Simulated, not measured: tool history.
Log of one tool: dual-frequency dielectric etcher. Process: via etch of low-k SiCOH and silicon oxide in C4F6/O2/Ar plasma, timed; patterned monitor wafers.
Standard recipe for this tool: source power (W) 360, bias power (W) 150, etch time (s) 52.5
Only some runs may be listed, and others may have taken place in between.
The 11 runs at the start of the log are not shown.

run,day,source power (W),bias power (W),etch time (s),wafers since the last listed run,hours since the last wet clean,hours since the last source power generator calibration,hours since the last bias power generator calibration,hours since the last upper electrode change,hours since the gauge calibration,"read-back reference wafer on the same gauge, depth_nm",mean etch depth across the wafer (Å)
12,4.767,320,150,40,146,254.4,3268.7,2628.3,4459.9,248.1,147,968
13,5.454,360,174,52.5,139,270.9,3285.2,2644.8,4476.4,264.6,147.1,1393
# day 6.85: upper electrode replaced
14,6.871,300,138,58.5,84,304.9,3319.2,2678.8,0.5,298.6,147,1329
15,6.883,410,150,52.5,2,305.2,3319.5,2679.1,0.8,298.9,147,1390
16,6.896,290,126,52.5,2,305.5,3319.8,2679.4,1.1,299.2,147,1148
# day 7.483: source power generator calibrated
17,7.504,430,171,39,89,320.1,0.5,2694,15.7,313.8,146.9,1097
# day 8.704: gauge calibrated
18,9.283,280,114,37.5,360,362.8,43.2,2736.7,58.4,13.9,147,777
19,9.746,420,150,52.5,93,373.9,54.3,2747.8,69.5,25,146.9,1403
20,10.275,310,150,52.5,107,386.6,67,2760.5,82.2,37.7,147,1228
21,10.667,360,129,52.5,79,396,76.4,2769.9,91.6,47.1,147,1258
# day 10.992: bias power generator calibrated
22,11.275,360,150,52.5,89,410.6,91,6.8,106.2,61.7,146.9,1312
# day 12.312: wet clean of the chamber
23,12.333,440,150,60,11,0.5,116.4,32.2,131.6,87.1,147,1699
24,12.446,360,150,52.5,22,3.2,119.1,34.9,134.3,89.8,147.2,1370
25,13.108,270,150,52.5,134,19.1,135,50.8,150.2,105.7,147,1192
26,13.658,360,178,52.5,111,32.3,148.2,64,163.4,118.9,147,1426
27,14.088,310,150,57.5,86,42.6,158.5,74.3,173.7,129.2,147.1,1392
28,14.717,420,181,62,127,57.7,173.6,89.4,188.8,144.3,147.1,1808
29,15.425,400,122,52.5,143,74.7,190.6,106.4,205.8,161.3,147,1336
30,17.108,360,130,52.5,340,115.1,231,146.8,246.2,201.7,147,1292
31,17.754,360,150,52.5,130,130.6,246.5,162.3,261.7,217.2,147,1344

3 ways to go on from here, each from the tool as it stands after run 31. What would each give?
A,17.771,360,150,43,3,131,246.9,162.7,262.1,217.6,?,?
B,17.771,360,150,47.5,3,131,246.9,162.7,262.1,217.6,?,?
C,17.771,360,150,57,3,131,246.9,162.7,262.1,217.6,?,?

run,"read-back reference wafer on the same gauge, depth_nm",mean etch depth across the wafer (Å)
A,146.9,1104
B,146.9,1219
C,146.9,1463
With no hidden state in the tool, these same runs would have given:
run,mean etch depth across the wafer (Å)
A,1115
B,1232
C,1478
